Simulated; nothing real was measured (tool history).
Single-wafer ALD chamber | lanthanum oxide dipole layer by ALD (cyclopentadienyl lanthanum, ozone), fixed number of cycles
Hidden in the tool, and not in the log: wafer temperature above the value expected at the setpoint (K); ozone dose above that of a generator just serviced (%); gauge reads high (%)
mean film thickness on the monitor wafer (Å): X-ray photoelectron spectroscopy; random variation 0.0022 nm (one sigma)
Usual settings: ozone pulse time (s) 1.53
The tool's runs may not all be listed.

| run | hour | ozone pulse time (s) | wafers since the last listed run | hours since the last thermocouple change | hours since the last ozone generator service | hours since the showerhead was replaced | hours since the gauge calibration | read-back reference wafer on the same gauge, thickness_nm | mean film thickness on the monitor wafer (Å) |
|---|---|---|---|---|---|---|---|---|---|
| 1 | 0.0 | 1.10 | 0 | 632.9 | 1315.4 | 2654.8 | 1221.0 | 0.556 | 5.01 |
| 2 | 59.4 | 1.10 | 1232 | 692.3 | 1374.8 | 2714.2 | 1280.4 | 0.556 | 5.08 |
| 3 | 107.2 | 1.53 | 991 | 740.1 | 1422.6 | 2762.0 | 1328.2 | 0.557 | 5.71 |
| 4 | 140.6 | 1.53 | 692 | 773.5 | 1456.0 | 2795.4 | 1361.6 | 0.556 | 5.74 |
| 5 | 205.7 | 1.53 | 1350 | 838.6 | 1521.1 | 2860.5 | 1426.7 | 0.559 | 5.77 |
| 6 | 268.6 | 1.53 | 1304 | 901.5 | 1584.0 | 2923.4 | 1489.6 | 0.560 | 5.74 |
|  | 306.2 | gauge calibrated |
| 7 | 321.6 | 1.53 | 1099 | 954.5 | 1637.0 | 2976.4 | 15.4 | 0.547 | 5.66 |
| 8 | 387.0 | 1.53 | 1356 | 1019.9 | 1702.4 | 3041.8 | 80.8 | 0.549 | 5.65 |
|  | 446.8 | ozone generator serviced |
| 9 | 452.2 | 1.27 | 1186 | 1085.1 | 5.4 | 3107.0 | 146.0 | 0.548 | 5.34 |
| 10 | 492.1 | 1.27 | 827 | 1125.0 | 45.3 | 3146.9 | 185.9 | 0.548 | 5.36 |
| 11 | 548.1 | 1.27 | 1161 | 1181.0 | 101.3 | 3202.9 | 241.9 | 0.548 | 5.34 |
| 12 | 585.9 | 1.32 | 784 | 1218.8 | 139.1 | 3240.7 | 279.7 | 0.548 | 5.44 |
| 13 | 615.5 | 1.53 | 613 | 1248.4 | 168.7 | 3270.3 | 309.3 | 0.549 | 5.62 |
| 14 | 654.4 | 1.05 | 806 | 1287.3 | 207.6 | 3309.2 | 348.2 | 0.549 | 4.86 |
| 15 | 723.4 | 1.87 | 1431 | 1356.3 | 276.6 | 3378.2 | 417.2 | 0.549 | 5.77 |
| 16 | 747.6 | 1.10 | 501 | 1380.5 | 300.8 | 3402.4 | 441.4 | 0.550 | 5.00 |
| 17 | 817.3 | 0.96 | 1445 | 1450.2 | 370.5 | 3472.1 | 511.1 | 0.550 | 4.54 |
| 18 | 858.2 | 1.17 | 848 | 1491.1 | 411.4 | 3513.0 | 552.0 | 0.549 | 5.15 |
| 19 | 907.9 | 1.53 | 1030 | 1540.8 | 461.1 | 3562.7 | 601.7 | 0.550 | 5.66 |
| 20 | 951.1 | 1.77 | 896 | 1584.0 | 504.3 | 3605.9 | 644.9 | 0.550 | 5.82 |
|  | 986.1 | thermocouple changed; heater temperature recalibrated |
| 21 | 991.5 | 1.73 | 672 | 5.4 | 544.7 | 3646.3 | 685.3 | 0.550 | 5.73 |
|  | 1040.6 | showerhead replaced |
| 22 | 1063.5 | 1.53 | 1327 | 77.4 | 616.7 | 22.9 | 757.3 | 0.550 | 5.65 |
| 23 | 1118.9 | 1.91 | 1149 | 132.8 | 672.1 | 78.3 | 812.7 | 0.551 | 5.89 |
| 24 | 1179.9 | 1.16 | 1265 | 193.8 | 733.1 | 139.3 | 873.7 | 0.551 | 5.15 |
| 25 | 1206.7 | 1.23 | 555 | 220.6 | 759.9 | 166.1 | 900.5 | 0.552 | 5.30 |
| 26 | 1272.1 | 1.73 | 1356 | 286.0 | 825.3 | 231.5 | 965.9 | 0.552 | 5.74 |
| 27 | 1337.4 | 1.82 | 1354 | 351.3 | 890.6 | 296.8 | 1031.2 | 0.553 | 5.86 |
| 28 | 1391.8 | 0.92 | 1128 | 405.7 | 945.0 | 351.2 | 1085.6 | 0.553 | 4.47 |
| 29 | 1421.4 | 2.03 | 613 | 435.3 | 974.6 | 380.8 | 1115.2 | 0.553 | 5.89 |
| 30 | 1453.7 | 1.70 | 669 | 467.6 | 1006.9 | 413.1 | 1147.5 | 0.555 | 5.80 |
| 31 | 1477.8 | 1.53 | 499 | 491.7 | 1031.0 | 437.2 | 1171.6 | 0.555 | 5.68 |
| 32 | 1537.5 | 1.31 | 1238 | 551.4 | 1090.7 | 496.9 | 1231.3 | 0.556 | 5.51 |
| 33 | 1603.0 | 1.53 | 1358 | 616.9 | 1156.2 | 562.4 | 1296.8 | 0.556 | 5.73 |

The tool's hidden state at each run:
wafer temperature above the value expected at the setpoint (K): 0 in every run
ozone dose above that of a generator just serviced (%): 0 in every run
H1: gauge reads high (%)
| run | H1 |
|---|---|
| 1 | 1.15 |
| 2 | 1.28 |
| 3 | 1.39 |
| 4 | 1.47 |
| 5 | 1.63 |
| 6 | 1.79 |
| 7 | -0.166 |
| 8 | -0.16 |
| 9 | -0.147 |
| 10 | -0.136 |
| 11 | -0.115 |
| 12 | -0.0974 |
| 13 | -0.0821 |
| 14 | -0.0597 |
| 15 | -0.0134 |
| 16 | 0.00479 |
| 17 | 0.063 |
| 18 | 0.101 |
| 19 | 0.151 |
| 20 | 0.199 |
| 21 | 0.246 |
| 22 | 0.337 |
| 23 | 0.413 |
| 24 | 0.503 |
| 25 | 0.545 |
| 26 | 0.652 |
| 27 | 0.766 |
| 28 | 0.867 |
| 29 | 0.924 |
| 30 | 0.988 |
| 31 | 1.04 |
| 32 | 1.16 |
| 33 | 1.31 |

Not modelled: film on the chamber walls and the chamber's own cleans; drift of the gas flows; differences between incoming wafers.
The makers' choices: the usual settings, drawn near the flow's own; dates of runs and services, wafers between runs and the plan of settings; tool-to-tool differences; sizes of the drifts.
